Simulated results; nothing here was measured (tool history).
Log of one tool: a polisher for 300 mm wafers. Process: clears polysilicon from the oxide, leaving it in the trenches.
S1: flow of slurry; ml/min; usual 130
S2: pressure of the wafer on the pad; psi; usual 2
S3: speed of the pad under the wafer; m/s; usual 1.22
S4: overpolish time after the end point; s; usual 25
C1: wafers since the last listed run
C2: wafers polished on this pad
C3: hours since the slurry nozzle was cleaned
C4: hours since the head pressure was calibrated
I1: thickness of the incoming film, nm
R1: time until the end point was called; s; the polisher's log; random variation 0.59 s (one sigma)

run,hour,S1,S2,S3,S4,C1,C2,C3,C4,I1,R1
1,0,130,2,1.22,29,0,931,96.4,258.1,475.4,30.3
# hour 8.2: worn pad replaced by a new one
2,27.7,130,2.3,1.22,13,151,124,124.1,285.8,465.3,26.5
3,40.4,130,2,1.54,29,81,205,136.8,298.5,463,23.6
4,72.2,130,2,1.54,29,202,408,168.6,330.3,470.6,23.8
5,111.5,130,2,1.22,25,250,658,207.9,369.6,466.3,29.9
6,135.5,130,2,1.22,25,153,812,231.9,393.6,474.3,30
# hour 164.1: worn pad replaced by a new one
7,165.3,100,2,1.22,31,164,7,261.7,423.4,471.9,32.3
8,177.5,100,2,1.22,31,77,85,273.9,435.6,469,32
9,199.2,130,2,1.22,25,138,224,295.6,457.3,475.7,30
10,225.3,130,2,1.22,25,166,390,321.7,483.4,478.8,32.1
# hour 231.6: head pressure recalibrated
11,253.7,130,2,1.22,25,168,558,350.1,22.1,470.5,30.5
12,280.7,130,2,1.22,25,172,731,377.1,49.1,474.4,31
13,312.4,130,2,1.22,25,202,933,408.8,80.8,470.1,30.3
# hour 324.9: worn pad replaced by a new one
14,344.1,130,2,1.22,25,176,122,440.5,112.5,474.3,31.2
15,379.5,130,2,1.22,25,225,348,475.9,147.9,476.2,30.8
16,407.9,95,2.5,1.22,25,181,529,504.3,176.3,472.5,26.8
# hour 423.1: slurry nozzle cleaned
17,431.4,115,2,1.22,25,143,672,8.3,199.8,473.3,31.3
# hour 454.8: worn pad replaced by a new one
18,455.3,130,2,1.44,25,126,2,32.2,223.7,464.1,25.3
19,468.2,130,2,1.22,25,82,85,45.1,236.6,471.4,30
20,540.4,130,2,1.4,19,460,545,117.3,308.8,475.3,26.6
21,556.5,130,2,1.22,30,102,648,133.4,324.9,474.5,31.4
22,571.3,130,1.5,1.22,25,94,742,148.2,339.7,462.7,38.1
# hour 587: worn pad replaced by a new one
23,597.2,130,2,1.22,25,139,65,174.1,365.6,467.2,30.6
24,626.7,130,2,1.22,25,188,253,203.6,395.1,470.8,31.1
25,651.1,130,2,1.22,25,155,408,228,419.5,469.4,30.5
26,674.1,130,1.3,1.22,14,146,555,251,442.5,470.9,43.1
27,694.4,110,2.6,0.86,19,129,685,271.3,462.8,465.8,35.4
28,710,130,2,1.22,25,99,784,286.9,478.4,476.8,31.6

Forecast each of these 4 alternatives for the next run:
A,710.5,130,2,1.22,25,3,787,287.4,478.9,465.5,?
B,710.5,110,1.4,1.22,25,3,787,287.4,478.9,465.5,?
C,710.5,150,2,1.22,25,3,787,287.4,478.9,465.5,?
D,710.5,90,2,1.02,18,3,787,287.4,478.9,465.5,?

run,R1
A,29.1
B,40.9
C,28.4
D,37.4
Without the tool's hidden state the same runs would have given:
run,R1
A,29.1
B,40.9
C,28.4
D,37.4

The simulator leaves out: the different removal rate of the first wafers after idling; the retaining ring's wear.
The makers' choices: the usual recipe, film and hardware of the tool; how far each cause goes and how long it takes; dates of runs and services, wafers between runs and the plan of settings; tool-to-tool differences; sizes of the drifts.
